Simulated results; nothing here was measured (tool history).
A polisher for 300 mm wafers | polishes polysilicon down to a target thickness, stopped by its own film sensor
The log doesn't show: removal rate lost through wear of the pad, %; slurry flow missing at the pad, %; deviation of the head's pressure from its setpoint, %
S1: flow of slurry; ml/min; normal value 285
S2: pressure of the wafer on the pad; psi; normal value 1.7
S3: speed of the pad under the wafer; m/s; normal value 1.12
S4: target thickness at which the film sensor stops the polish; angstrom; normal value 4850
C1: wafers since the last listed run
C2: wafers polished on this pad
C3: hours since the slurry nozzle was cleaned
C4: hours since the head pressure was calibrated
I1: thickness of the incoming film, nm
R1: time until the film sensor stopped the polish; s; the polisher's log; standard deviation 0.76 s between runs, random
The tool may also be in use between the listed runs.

| run | hour | S1 | S2 | S3 | S4 | C1 | C2 | C3 | C4 | I1 | R1 |
|---|---|---|---|---|---|---|---|---|---|---|---|
| 1 | 0.0 | 285 | 1.7 | 1.20 | 4850 | 0 | 384 | 131.5 | 21.6 | 881.4 | 73.7 |
| 2 | 23.9 | 285 | 1.7 | 1.12 | 4850 | 301 | 686 | 155.4 | 45.5 | 906.1 | 84.4 |
| 3 | 43.6 | 285 | 1.7 | 1.12 | 4850 | 248 | 935 | 175.1 | 65.2 | 893.7 | 81.4 |
|  | 50.2 | worn pad replaced by a new one |
| 4 | 65.5 | 285 | 1.7 | 1.12 | 4850 | 225 | 193 | 197.0 | 87.1 | 901.2 | 82.7 |
| 5 | 91.9 | 285 | 1.7 | 1.12 | 4850 | 333 | 526 | 223.4 | 113.5 | 888.3 | 80.0 |
|  | 145.6 | worn pad replaced by a new one |
| 6 | 150.0 | 285 | 1.7 | 1.12 | 4850 | 682 | 55 | 281.5 | 171.6 | 908.0 | 84.2 |
| 7 | 183.8 | 285 | 1.7 | 1.12 | 4850 | 426 | 482 | 315.3 | 205.4 | 918.7 | 84.9 |
| 8 | 205.1 | 220 | 1.7 | 1.12 | 4850 | 268 | 751 | 336.6 | 226.7 | 896.0 | 83.6 |
|  | 239.7 | worn pad replaced by a new one |
| 9 | 240.2 | 220 | 1.7 | 1.12 | 4850 | 392 | 6 | 371.7 | 261.8 | 890.8 | 82.1 |
|  | 250.6 | head pressure recalibrated |
| 10 | 251.7 | 360 | 1.3 | 1.12 | 4850 | 119 | 126 | 383.2 | 1.1 | 906.1 | 108.3 |
| 11 | 273.9 | 285 | 1.7 | 1.12 | 4850 | 280 | 406 | 405.4 | 23.3 | 888.1 | 79.9 |
| 12 | 304.3 | 285 | 1.7 | 1.12 | 6080 | 383 | 790 | 435.8 | 53.7 | 912.3 | 62.2 |
|  | 311.9 | slurry nozzle cleaned |
| 13 | 321.7 | 215 | 1.7 | 1.12 | 4850 | 207 | 997 | 9.8 | 71.1 | 901.1 | 88.3 |
|  | 348.0 | worn pad replaced by a new one |
| 14 | 354.4 | 285 | 1.7 | 1.12 | 4850 | 362 | 81 | 42.5 | 103.8 | 891.4 | 83.7 |
|  | 383.0 | slurry nozzle cleaned, repeated, since the last time left the tool worse |
| 15 | 383.5 | 315 | 1.9 | 1.28 | 6200 | 354 | 436 | 0.5 | 132.9 | 910.5 | 45.5 |
| 16 | 406.1 | 205 | 1.5 | 0.74 | 6000 | 285 | 721 | 23.1 | 155.5 | 890.8 | 92.3 |
| 17 | 419.7 | 260 | 1.7 | 1.24 | 4120 | 171 | 893 | 36.7 | 169.1 | 909.3 | 90.4 |
|  | 440.1 | worn pad replaced by a new one |
| 18 | 445.6 | 285 | 1.7 | 1.20 | 4850 | 276 | 69 | 62.6 | 195.0 | 911.6 | 79.2 |
| 19 | 478.1 | 285 | 2.0 | 0.82 | 6280 | 410 | 480 | 95.1 | 227.5 | 908.2 | 60.6 |

Describe how what the log doesn't record of the tool's condition differs between the last listed run preceding each entry between runs and the first listed run following it.
Runs 3 to 4: worn pad replaced by a new one (hour 50.2)
  slurry flow missing at the pad, %: 19.4 -> 20.5
  difference, measured minus the result without the unlogged condition, R1: +1.4 -> +1.5 s
Runs 5 to 6: worn pad replaced by a new one (hour 145.6)
  slurry flow missing at the pad, %: 21.7 -> 23.7
  difference, measured minus the result without the unlogged condition, R1: +1.5 -> +1.8 s
Runs 8 to 9: worn pad replaced by a new one (hour 239.7)
  slurry flow missing at the pad, %: 24.9 -> 25.5
  difference, measured minus the result without the unlogged condition, R1: +2.3 -> +2.3 s
Runs 9 to 10: head pressure recalibrated (hour 250.6)
  slurry flow missing at the pad, %: 25.5 -> 25.6
  difference, measured minus the result without the unlogged condition, R1: +2.3 -> +2.2 s
Runs 12 to 13: slurry nozzle cleaned (hour 311.9)
  slurry flow missing at the pad, %: 26.2 -> 43.4
  difference, measured minus the result without the unlogged condition, R1: +1.6 -> +5.2 s
Runs 13 to 14: worn pad replaced by a new one (hour 348.0)
  slurry flow missing at the pad, %: 43.4 -> 48.6
  difference, measured minus the result without the unlogged condition, R1: +5.2 -> +4.8 s
Runs 14 to 15: slurry nozzle cleaned, repeated, since the last time left the tool worse (hour 383.0)
  slurry flow missing at the pad, %: 48.6 -> 1.6
  difference, measured minus the result without the unlogged condition, R1: +4.8 -> +0.0 s
Runs 17 to 18: worn pad replaced by a new one (hour 440.1)
  slurry flow missing at the pad, %: 7.67 -> 11.2
  difference, measured minus the result without the unlogged condition, R1: +0.6 -> +0.7 s
